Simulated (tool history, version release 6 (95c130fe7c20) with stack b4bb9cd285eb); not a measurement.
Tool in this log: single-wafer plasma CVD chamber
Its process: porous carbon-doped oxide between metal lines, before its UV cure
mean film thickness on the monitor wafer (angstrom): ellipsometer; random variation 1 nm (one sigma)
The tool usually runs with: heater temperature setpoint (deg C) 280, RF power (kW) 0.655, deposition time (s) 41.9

run,hour,heater temperature setpoint (deg C),RF power (kW),deposition time (s),wafers since the last listed run,hours since the last thermocouple change,hours since the last RF generator calibration,hours since the showerhead was replaced,hours since the gauge calibration,"read-back reference wafer on the same gauge, thickness_nm",mean film thickness on the monitor wafer (angstrom)
1,0,280,0.625,45.2,0,2929.6,2684.9,3174.1,505.7,287.293,3020.73
2,11,280,0.625,45.2,144,2940.6,2695.9,3185.1,516.7,286.757,3045.73
# hour 15.8: gauge calibrated
3,24.7,280,0.655,41.9,180,2954.3,2709.6,3198.8,8.9,287.306,2916.06
# hour 33: thermocouple changed; heater temperature recalibrated
# hour 35.3: RF generator calibrated
4,35.8,280,0.655,41.9,11,2.8,0.5,3209.9,20,287.013,2824.49
5,41.8,280,0.655,41.9,79,8.8,6.5,3215.9,26,286.997,2820.44
6,58.7,270,0.73,41.9,222,25.7,23.4,3232.8,42.9,286.953,3287.97
7,75.4,270,0.73,41.9,219,42.4,40.1,3249.5,59.6,287.049,3271.84
8,81.9,269,0.655,41.9,85,48.9,46.6,3256,66.1,287.339,3065.02
9,94.3,269,0.655,41.9,163,61.3,59,3268.4,78.5,287.058,3054.78
10,108.7,273,0.57,45.9,189,75.7,73.4,3282.8,92.9,287.003,2919.69
11,118.9,276,0.655,41.9,134,85.9,83.6,3293,103.1,287.217,2886.22
12,126.6,280,0.655,41.9,101,93.6,91.3,3300.7,110.8,286.828,2818.89
13,138,295,0.755,46.9,150,105,102.7,3312.1,122.2,286.846,3132.84
14,146.7,266,0.755,34.1,114,113.7,111.4,3320.8,130.9,286.966,2844.44
15,158,275,0.655,49,148,125,122.7,3332.1,142.2,287.004,3419.38
# hour 170: RF generator calibrated, repeated, since the last time left the tool worse
16,175.2,290,0.59,39.2,121,142.2,5.2,3349.3,159.4,286.923,2425.87
17,187.6,280,0.655,35.6,163,154.6,17.6,3361.7,171.8,287.227,2587.98
18,204,287,0.735,38.7,216,171,34,3378.1,188.2,286.873,2879.84
19,219.7,280,0.58,50.2,206,186.7,49.7,3393.8,203.9,286.978,3305.01
20,229,280,0.655,47.9,122,196,59,3403.1,213.2,286.827,3440.86
# hour 239.3: showerhead replaced
21,239.8,274,0.69,45.9,36,206.8,69.8,0.5,224,287.107,3571.76
22,246.2,280,0.655,49.3,84,213.2,76.2,6.9,230.4,287.042,3539.71
23,258.7,280,0.655,41.9,164,225.7,88.7,19.4,242.9,286.915,3010.41
24,272,280,0.655,39.3,175,239,102,32.7,256.2,286.977,2843.2
25,325.9,286,0.655,46.3,709,292.9,155.9,86.6,310.1,287.065,3195.96
26,341.8,268,0.55,49.1,209,308.8,171.8,102.5,326,286.694,3367.54
27,359.2,280,0.655,41.9,229,326.2,189.2,119.9,343.4,286.949,3024.33
28,373.1,273,0.655,46,183,340.1,203.1,133.8,357.3,286.965,3466.38
29,388.7,280,0.655,41.9,205,355.7,218.7,149.4,372.9,287.104,3008.4
30,401.3,280,0.655,41.9,165,368.3,231.3,162,385.5,287.11,3025.88
31,412.5,271,0.655,41.9,147,379.5,242.5,173.2,396.7,287.163,3219.31
32,419.3,289,0.56,48.7,89,386.3,249.3,180,403.5,286.778,2931.1

Predict the results of run 33:
33,434,280,0.655,41.9,193,401,264,194.7,418.2,?,?

{"run 33": {"read-back reference wafer on the same gauge, thickness_nm": 286.78, "mean film thickness on the monitor wafer (angstrom)": 2992.12}}
Were there no unlogged condition in the tool, this run, its random variation unchanged, would have produced mean film thickness on the monitor wafer (angstrom) 3029.

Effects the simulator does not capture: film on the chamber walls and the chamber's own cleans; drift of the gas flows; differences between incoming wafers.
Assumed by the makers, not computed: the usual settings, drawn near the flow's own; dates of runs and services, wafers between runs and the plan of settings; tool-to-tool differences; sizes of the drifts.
